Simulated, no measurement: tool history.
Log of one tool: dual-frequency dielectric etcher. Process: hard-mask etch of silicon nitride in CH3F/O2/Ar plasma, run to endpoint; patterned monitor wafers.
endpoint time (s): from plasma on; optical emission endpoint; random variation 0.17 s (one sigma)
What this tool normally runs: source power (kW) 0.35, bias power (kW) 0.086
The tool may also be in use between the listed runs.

| run | day | source power (kW) | bias power (kW) | incoming incoming film thickness, nm | endpoint time (s) |
|---|---|---|---|---|---|
| 1 | 0 | 0.35 | 0.086 | 26.81 | 34.5 |
| 2 | 1.958 | 0.35 | 0.086 | 26.96 | 34.7 |
| 3 | 4.058 | 0.35 | 0.086 | 27.05 | 34.8 |
| 4 | 6.6 | 0.35 | 0.086 | 27.19 | 34.5 |
| 5 | 8.212 | 0.35 | 0.1 | 26.69 | 32.4 |
| 6 | 11.35 | 0.35 | 0.1 | 26.57 | 32.2 |
| 7 | 13.796 | 0.35 | 0.1 | 26.71 | 32.2 |
| 8 | 16.242 | 0.35 | 0.086 | 27.04 | 34.2 |
|  | 22.838 | wet clean of the chamber |
| 9 | 29.633 | 0.35 | 0.086 | 26.77 | 34.4 |
| 10 | 32.071 | 0.35 | 0.086 | 26.69 | 34.2 |
| 11 | 34.979 | 0.35 | 0.086 | 27.11 | 34.3 |
| 12 | 36.971 | 0.35 | 0.086 | 26.87 | 34.1 |
| 13 | 40.321 | 0.35 | 0.086 | 27.13 | 34.3 |
|  | 41.379 | upper electrode replaced |
| 14 | 44.354 | 0.35 | 0.086 | 26.72 | 33.8 |
|  | 49.017 | wet clean of the chamber |
| 15 | 49.038 | 0.3 | 0.086 | 26.83 | 37.8 |
| 16 | 50.675 | 0.3 | 0.086 | 27.06 | 38.2 |
| 17 | 54.771 | 0.3 | 0.086 | 26.79 | 37.6 |
| 18 | 63.554 | 0.35 | 0.086 | 27.07 | 34 |
| 19 | 65.346 | 0.41 | 0.098 | 26.7 | 29.4 |
| 20 | 69.521 | 0.29 | 0.069 | 27.2 | 41.4 |
| 21 | 71.762 | 0.43 | 0.074 | 26.75 | 31.5 |
| 22 | 75.404 | 0.35 | 0.086 | 26.67 | 33.2 |
|  | 77.212 | wet clean of the chamber |
| 23 | 78.229 | 0.35 | 0.1 | 27.04 | 32.4 |
| 24 | 82.333 | 0.38 | 0.075 | 26.87 | 34.2 |
|  | 84.662 | bias power generator calibrated |
| 25 | 84.825 | 0.44 | 0.067 | 26.71 | 32.2 |
| 26 | 87.288 | 0.35 | 0.086 | 27.01 | 34.1 |
|  | 90.721 | source power generator calibrated |
| 27 | 91.45 | 0.29 | 0.079 | 27.03 | 40.8 |
| 28 | 95.567 | 0.43 | 0.086 | 26.82 | 30.7 |
| 29 | 97.104 | 0.41 | 0.071 | 26.99 | 34 |
|  | 100.942 | wet clean of the chamber |
| 30 | 101.2 | 0.27 | 0.097 | 27 | 39.9 |
| 31 | 108.608 | 0.43 | 0.074 | 26.81 | 32.6 |
| 32 | 112.862 | 0.43 | 0.074 | 26.83 | 32.5 |
| 33 | 117.121 | 0.29 | 0.072 | 26.93 | 41.4 |
|  | 126.55 | wet clean of the chamber |
| 34 | 130.312 | 0.35 | 0.086 | 26.6 | 34.6 |

Alternative continuations, all from the tool just after run 34; predict every row:
| A | 130.329 | 0.35 | 0.086 | 26.85 | ? |
| B | 130.329 | 0.28 | 0.094 | 26.85 | ? |
| C | 130.329 | 0.38 | 0.086 | 26.85 | ? |
| D | 130.329 | 0.38 | 0.106 | 26.85 | ? |

| run | endpoint time (s) |
|---|---|
| A | 34.4 |
| B | 38.4 |
| C | 32.8 |
| D | 30.4 |
Without the tool's hidden state the same runs would have given:
| run | endpoint time (s) |
|---|---|
| A | 34.9 |
| B | 39 |
| C | 33.3 |
| D | 30.8 |

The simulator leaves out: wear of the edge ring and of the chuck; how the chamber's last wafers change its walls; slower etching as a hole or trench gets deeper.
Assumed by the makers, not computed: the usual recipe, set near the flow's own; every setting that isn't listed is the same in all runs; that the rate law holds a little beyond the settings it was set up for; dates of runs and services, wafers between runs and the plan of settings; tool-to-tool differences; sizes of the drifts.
